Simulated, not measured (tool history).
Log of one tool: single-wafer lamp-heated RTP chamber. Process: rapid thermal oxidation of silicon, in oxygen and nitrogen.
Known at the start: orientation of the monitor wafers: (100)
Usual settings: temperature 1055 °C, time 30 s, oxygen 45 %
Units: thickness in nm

| run | hour | temperature | time | oxygen | wafers since the last listed run | wafers since the last pyrometer calibration | hours since the oxygen flow controller was replaced | hours since the gauge calibration | read-back reference wafer on the same gauge, thickness | thickness |
|---|---|---|---|---|---|---|---|---|---|---|
| 1 | 0 | 1055 | 30 | 45 | 0 | 6495 | 5990.2 | 118.5 | 4.118 | 4.862 |
| 2 | 11.4 | 1055 | 30 | 45 | 73 | 6569 | 6001.6 | 129.9 | 4.12 | 4.869 |
| 3 | 17.7 | 1055 | 30 | 45 | 40 | 6609 | 6007.9 | 136.2 | 4.121 | 4.89 |
| 4 | 31.2 | 1055 | 30 | 45 | 86 | 6696 | 6021.4 | 149.7 | 4.119 | 4.892 |
| 5 | 41.5 | 1055 | 30 | 45 | 66 | 6762 | 6031.7 | 160 | 4.123 | 4.873 |
| 6 | 50.4 | 1055 | 30 | 45 | 57 | 6819 | 6040.6 | 168.9 | 4.12 | 4.88 |
| 7 | 65.9 | 1055 | 30 | 45 | 99 | 6919 | 6056.1 | 184.4 | 4.118 | 4.885 |
| 8 | 82.5 | 1055 | 30 | 45 | 106 | 7025 | 6072.7 | 201 | 4.117 | 4.889 |
| 9 | 92.6 | 1055 | 35 | 45 | 64 | 7090 | 6082.8 | 211.1 | 4.118 | 5.204 |
| 10 | 103.9 | 1055 | 35 | 45 | 72 | 7163 | 6094.1 | 222.4 | 4.123 | 5.217 |
| 11 | 121.3 | 1055 | 35 | 45 | 111 | 7275 | 6111.5 | 239.8 | 4.118 | 5.226 |
| 12 | 137.2 | 1055 | 30 | 51 | 102 | 7377 | 6127.4 | 255.7 | 4.117 | 5.107 |
| 13 | 147 | 1055 | 30 | 51 | 62 | 7440 | 6137.2 | 265.5 | 4.121 | 5.134 |
|  | 180.8 | oxygen flow controller replaced |
| 14 | 181.3 | 1055 | 30 | 45 | 169 | 7609 | 0.5 | 299.8 | 4.119 | 4.897 |
| 15 | 195.8 | 1055 | 30 | 37 | 93 | 7702 | 15 | 314.3 | 4.118 | 4.58 |
| 16 | 208.9 | 1055 | 30 | 37 | 84 | 7786 | 28.1 | 327.4 | 4.119 | 4.612 |
| 17 | 222.9 | 1055 | 39 | 64 | 89 | 7876 | 42.1 | 341.4 | 4.123 | 6.202 |
| 18 | 238.8 | 1055 | 42 | 45 | 102 | 7978 | 58 | 357.3 | 4.116 | 5.677 |
|  | 249.5 | gauge calibrated |
|  | 269.3 | pyrometer window cleaned and pyrometer calibrated |
| 19 | 274 | 1055 | 42 | 45 | 174 | 30 | 93.2 | 24.5 | 4.119 | 5.412 |
| 20 | 283.6 | 1055 | 42 | 45 | 61 | 92 | 102.8 | 34.1 | 4.119 | 5.401 |
| 21 | 297.6 | 1045 | 42 | 45 | 89 | 181 | 116.8 | 48.1 | 4.12 | 5.052 |
| 22 | 308.3 | 1076 | 36 | 45 | 68 | 250 | 127.5 | 58.8 | 4.118 | 5.822 |
| 23 | 314.5 | 1055 | 30 | 67 | 39 | 290 | 133.7 | 65 | 4.121 | 5.399 |
| 24 | 321.4 | 1069 | 30 | 71 | 44 | 334 | 140.6 | 71.9 | 4.121 | 6.042 |
| 25 | 328.9 | 1040 | 38 | 62 | 48 | 383 | 148.1 | 79.4 | 4.12 | 5.232 |

Forecast run 26:
| 26 | 345.8 | 1032 | 21 | 27 | 108 | 491 | 165 | 96.3 | ? | ? |

Run 26 gave read-back reference wafer on the same gauge, thickness 4.119, thickness 3.061 nm.
Without the tool's hidden state the same run would have given thickness 3.048 nm.

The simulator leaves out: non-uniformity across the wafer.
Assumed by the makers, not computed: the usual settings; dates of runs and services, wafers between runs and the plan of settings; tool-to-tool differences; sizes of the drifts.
